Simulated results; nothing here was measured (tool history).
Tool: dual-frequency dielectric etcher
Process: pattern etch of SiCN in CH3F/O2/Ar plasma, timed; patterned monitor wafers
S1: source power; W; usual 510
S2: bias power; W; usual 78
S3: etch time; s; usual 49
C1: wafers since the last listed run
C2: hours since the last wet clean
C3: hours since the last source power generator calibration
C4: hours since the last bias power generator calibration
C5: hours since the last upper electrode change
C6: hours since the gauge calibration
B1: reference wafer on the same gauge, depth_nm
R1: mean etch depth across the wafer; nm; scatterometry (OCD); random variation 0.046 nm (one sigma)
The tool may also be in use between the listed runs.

run,hour,S1,S2,S3,C1,C2,C3,C4,C5,C6,B1,R1
1,0,510,78,49,0,443.7,4048.8,3391.6,5638.9,412.5,16.5,19.97
2,13.5,510,78,49,139,457.2,4062.3,3405.1,5652.4,426,16.49,19.99
3,20.8,510,72,49,75,464.5,4069.6,3412.4,5659.7,433.3,16.5,19.4
4,33.3,510,72,49,128,477,4082.1,3424.9,5672.2,445.8,16.5,19.48
# hour 45.1: bias power generator calibrated
5,51,510,72,49,141,494.7,4099.8,5.9,5689.9,463.5,16.5,19.45
6,67.8,510,78,49,173,511.5,4116.6,22.7,5706.7,480.3,16.49,19.99
7,85.5,510,78,49,182,529.2,4134.3,40.4,5724.4,498,16.5,20
# hour 125.5: gauge calibrated
8,128.6,510,78,49,444,572.3,4177.4,83.5,5767.5,3.1,16.48,20.03
9,137.4,510,78,49,90,581.1,4186.2,92.3,5776.3,11.9,16.51,19.91
# hour 167.6: wet clean of the chamber
# hour 173.2: upper electrode replaced
10,173.7,510,78,49,68,6.1,4222.5,128.6,0.5,48.2,16.51,19.96
11,174,510,78,49,3,6.4,4222.8,128.9,0.8,48.5,16.49,20.01
12,174.4,510,93,49,4,6.8,4223.2,129.3,1.2,48.9,16.51,21.1
13,177.2,510,78,49,28,9.6,4226,132.1,4,51.7,16.48,19.92
14,187.1,510,78,49,102,19.5,4235.9,142,13.9,61.6,16.5,19.92
15,194.2,390,90,49,73,26.6,4243,149.1,21,68.7,16.49,19.43
# hour 200.3: source power generator calibrated
16,210.3,510,78,39.5,124,42.7,10,165.2,37.1,84.8,16.5,16.19
17,225.7,640,95,49,158,58.1,25.4,180.6,52.5,100.2,16.52,22.85
18,232.1,550,78,40,65,64.5,31.8,187,58.9,106.6,16.51,16.62
19,244.8,510,78,45,130,77.2,44.5,199.7,71.6,119.3,16.51,18.43
20,251,450,69,61.5,63,83.4,50.7,205.9,77.8,125.5,16.5,23.24
21,260.4,510,78,49,96,92.8,60.1,215.3,87.2,134.9,16.5,19.95
22,273,510,78,49,129,105.4,72.7,227.9,99.8,147.5,16.49,19.99

The next listed run, before its measurement:
23,286.3,390,88,49,137,118.7,86,241.2,113.1,160.8,?,?

B1: 16.49
R1: 19.4 nm
Without the tool's hidden state the same run would have given R1 19.4 nm.
